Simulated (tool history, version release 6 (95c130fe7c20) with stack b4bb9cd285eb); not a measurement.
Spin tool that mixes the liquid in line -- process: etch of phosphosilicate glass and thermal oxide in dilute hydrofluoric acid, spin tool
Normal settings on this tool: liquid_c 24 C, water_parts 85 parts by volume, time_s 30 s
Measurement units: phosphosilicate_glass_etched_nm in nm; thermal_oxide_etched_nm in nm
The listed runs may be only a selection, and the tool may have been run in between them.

| run | hour | liquid_c | water_parts | time_s | wafers since the last listed run | hours since the thermometer was replaced | hours since the hydrofluoric acid flow meter was replaced | hours since the gauge calibration | read-back film thickness of the phosphosilicate glass reference wafer, read on the same gauge (nm) | read-back film thickness of the thermal oxide reference wafer, read on the same gauge (nm) | phosphosilicate_glass_etched_nm | thermal_oxide_etched_nm |
|---|---|---|---|---|---|---|---|---|---|---|---|---|
| 1 | 0 | 24 | 85 | 30 | 0 | 416.4 | 954.6 | 152.8 | 30.06 | 39.984 | 51.15 | 1.814 |
| 2 | 23 | 24 | 85 | 30 | 347 | 439.4 | 977.6 | 175.8 | 29.97 | 40.004 | 50.66 | 1.752 |
| 3 | 37 | 24 | 85 | 30 | 211 | 453.4 | 991.6 | 189.8 | 30.02 | 39.994 | 50.58 | 1.776 |
| 4 | 51.9 | 24 | 85 | 30 | 225 | 468.3 | 1006.5 | 204.7 | 29.98 | 40.012 | 50.92 | 1.735 |
| 5 | 65.4 | 24 | 85 | 30 | 204 | 481.8 | 1020 | 218.2 | 30.05 | 39.988 | 50.79 | 1.776 |
| 6 | 89.2 | 24 | 85 | 30 | 360 | 505.6 | 1043.8 | 242 | 29.96 | 39.97 | 50.44 | 1.776 |
| 7 | 110.6 | 24 | 85 | 30 | 323 | 527 | 1065.2 | 263.4 | 29.97 | 39.997 | 50.34 | 1.736 |
| 8 | 133.2 | 26 | 85 | 45 | 341 | 549.6 | 1087.8 | 286 | 30.03 | 40.011 | 82 | 2.783 |
|  | 151.2 | hydrofluoric acid flow meter replaced |
|  | 153.6 | gauge calibrated |
| 9 | 167.8 | 24 | 85 | 30 | 508 | 584.2 | 16.6 | 14.2 | 30.05 | 40.008 | 50.57 | 1.708 |
| 10 | 188.5 | 24 | 75 | 30 | 313 | 604.9 | 37.3 | 34.9 | 30.04 | 39.95 | 56.72 | 1.968 |
| 11 | 221 | 28.5 | 85 | 30 | 491 | 637.4 | 69.8 | 67.4 | 30 | 39.973 | 58.99 | 2.02 |
| 12 | 246.1 | 25.5 | 85 | 40 | 379 | 662.5 | 94.9 | 92.5 | 29.96 | 39.997 | 70.89 | 2.381 |
|  | 254.9 | thermometer replaced |
| 13 | 277.4 | 24 | 85 | 30 | 458 | 22.5 | 126.2 | 123.8 | 29.98 | 39.978 | 54.24 | 1.914 |
| 14 | 309.8 | 25.5 | 85 | 15 | 490 | 54.9 | 158.6 | 156.2 | 29.98 | 40.012 | 28.77 | 0.964 |
| 15 | 327.2 | 24 | 85 | 30 | 263 | 72.3 | 176 | 173.6 | 30 | 40.017 | 54.09 | 1.775 |

Consider 5 possible next runs. They are alternatives, not a sequence: every one starts from the tool as it was left by run 15. What does each give?
| A | 327.6 | 24 | 85 | 40 | 6 | 72.7 | 176.4 | 174 | ? | ? | ? | ? |
| B | 327.6 | 24 | 60 | 45 | 6 | 72.7 | 176.4 | 174 | ? | ? | ? | ? |
| C | 327.6 | 24 | 105 | 45 | 6 | 72.7 | 176.4 | 174 | ? | ? | ? | ? |
| D | 327.6 | 29 | 85 | 30 | 6 | 72.7 | 176.4 | 174 | ? | ? | ? | ? |
| E | 327.6 | 24 | 85 | 20 | 6 | 72.7 | 176.4 | 174 | ? | ? | ? | ? |

| run | read-back film thickness of the phosphosilicate glass reference wafer, read on the same gauge (nm) | read-back film thickness of the thermal oxide reference wafer, read on the same gauge (nm) | phosphosilicate_glass_etched_nm | thermal_oxide_etched_nm |
|---|---|---|---|---|
| A | 29.99 | 39.998 | 73.66 | 2.451 |
| B | 29.99 | 39.998 | 121.19 | 4.033 |
| C | 29.99 | 39.998 | 65.45 | 2.178 |
| D | 29.99 | 39.998 | 67.24 | 2.238 |
| E | 29.99 | 39.998 | 36.83 | 1.226 |
Without the tool's hidden state the same runs would have given:
| run | phosphosilicate_glass_etched_nm | thermal_oxide_etched_nm |
|---|---|---|
| A | 74.64 | 2.484 |
| B | 122.83 | 4.088 |
| C | 66.31 | 2.207 |
| D | 68.1 | 2.266 |
| E | 37.32 | 1.242 |
